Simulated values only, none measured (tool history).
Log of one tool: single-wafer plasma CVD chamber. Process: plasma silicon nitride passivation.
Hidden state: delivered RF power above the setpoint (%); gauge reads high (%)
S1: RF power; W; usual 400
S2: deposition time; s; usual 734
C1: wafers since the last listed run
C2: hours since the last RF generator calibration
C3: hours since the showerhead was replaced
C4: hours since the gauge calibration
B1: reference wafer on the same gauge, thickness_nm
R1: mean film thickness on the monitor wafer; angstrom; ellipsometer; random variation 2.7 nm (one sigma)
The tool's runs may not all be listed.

run	hour	S1	S2	C1	C2	C3	C4	B1	R1
1	0	400	703	0	1864.3	4349.9	667.5	899.706	9151.75
2	50.5	400	703	85	1914.8	4400.4	718	898.639	9165.7
3	105.4	460	734	93	1969.7	4455.3	772.9	898.773	9942.27
4	130.2	460	734	42	1994.5	4480.1	797.7	898.401	9964.76
5	173.5	460	734	73	2037.8	4523.4	841	898.591	9934.63
6	199.7	400	734	44	2064	4549.6	867.2	898.479	9567.6
7	246.7	400	734	79	2111	4596.6	914.2	899.773	9504.87
8	316.1	400	734	118	2180.4	4666	983.6	898.643	9533.37
9	348.8	420	734	55	2213.1	4698.7	1016.3	899.259	9653.94
10	389.1	420	734	68	2253.4	4739	1056.6	898.827	9616.55
11	438.8	420	734	84	2303.1	4788.7	1106.3	899.937	9598.22
12	500.3	400	657	104	2364.6	4850.2	1167.8	900.038	8501.54
13	550.7	400	657	85	2415	4900.6	1218.2	899.035	8515.95
14	577.6	360	626	45	2441.9	4927.5	1245.1	899.219	7833.47
15	618.5	360	626	69	2482.8	4968.4	1286	898.717	7865.87
16	663.6	400	734	76	2527.9	5013.5	1331.1	900.026	9504.1
17	700.1	400	734	62	2564.4	5050	1367.6	899.193	9466.48
18	761.6	400	734	104	2625.9	5111.5	1429.1	898.21	9427.53
19	829.2	400	734	114	2693.5	5179.1	1496.7	898.6	9486.4
20	888.5	400	734	100	2752.8	5238.4	1556	898.77	9449.98
21	926.1	400	734	63	2790.4	5276	1593.6	899.499	9436.93
22	957.3	435	649	53	2821.6	5307.2	1624.8	899.174	8580.38
23	998.2	475	865	69	2862.5	5348.1	1665.7	899.52	11724.12
# hour 1029.2: RF generator calibrated
24	1031.1	440	852	42	1.9	5381	1698.6	897.829	11616.24
25	1074.8	400	734	74	45.6	5424.7	1742.3	898.981	9694.24
26	1116.8	440	734	71	87.6	5466.7	1784.3	899.498	9939.58
# hour 1157.8: gauge calibrated
# hour 1186.5: showerhead replaced
27	1187	400	734	105	157.8	0.5	29.2	899.902	9728.94
28	1219.7	400	734	55	190.5	33.2	61.9	898.7	9739.32
29	1255.6	380	641	61	226.4	69.1	97.8	898.512	8310.75
30	1289.3	400	734	57	260.1	102.8	131.5	899.488	9719.52
31	1348.4	470	645	100	319.2	161.9	190.6	899.317	8946.39
32	1399	465	734	86	369.8	212.5	241.2	897.918	10136.04
33	1463.4	400	734	109	434.2	276.9	305.6	898.923	9678.48
34	1505.4	325	863	71	476.2	318.9	347.6	898.396	10622.71
35	1550.5	450	734	76	521.3	364	392.7	899.304	10070.4
36	1607.5	400	664	96	578.3	421	449.7	898.477	8713.33
37	1659	475	878	87	629.8	472.5	501.2	898.696	12180.32
38	1723.2	400	734	109	694	536.7	565.4	898.31	9642.5

Forecast each of these 3 alternatives for the next run:
A	1723.8	400	734	1	694.6	537.3	566	?	?
B	1723.8	450	820	1	694.6	537.3	566	?	?
C	1723.8	400	612	1	694.6	537.3	566	?	?

run	B1	R1
A	898.915	9632.81
B	898.915	11140.15
C	898.915	8031.72
Without the tool's hidden state the same runs would have given:
run	R1
A	9700.94
B	11218.93
C	8088.52

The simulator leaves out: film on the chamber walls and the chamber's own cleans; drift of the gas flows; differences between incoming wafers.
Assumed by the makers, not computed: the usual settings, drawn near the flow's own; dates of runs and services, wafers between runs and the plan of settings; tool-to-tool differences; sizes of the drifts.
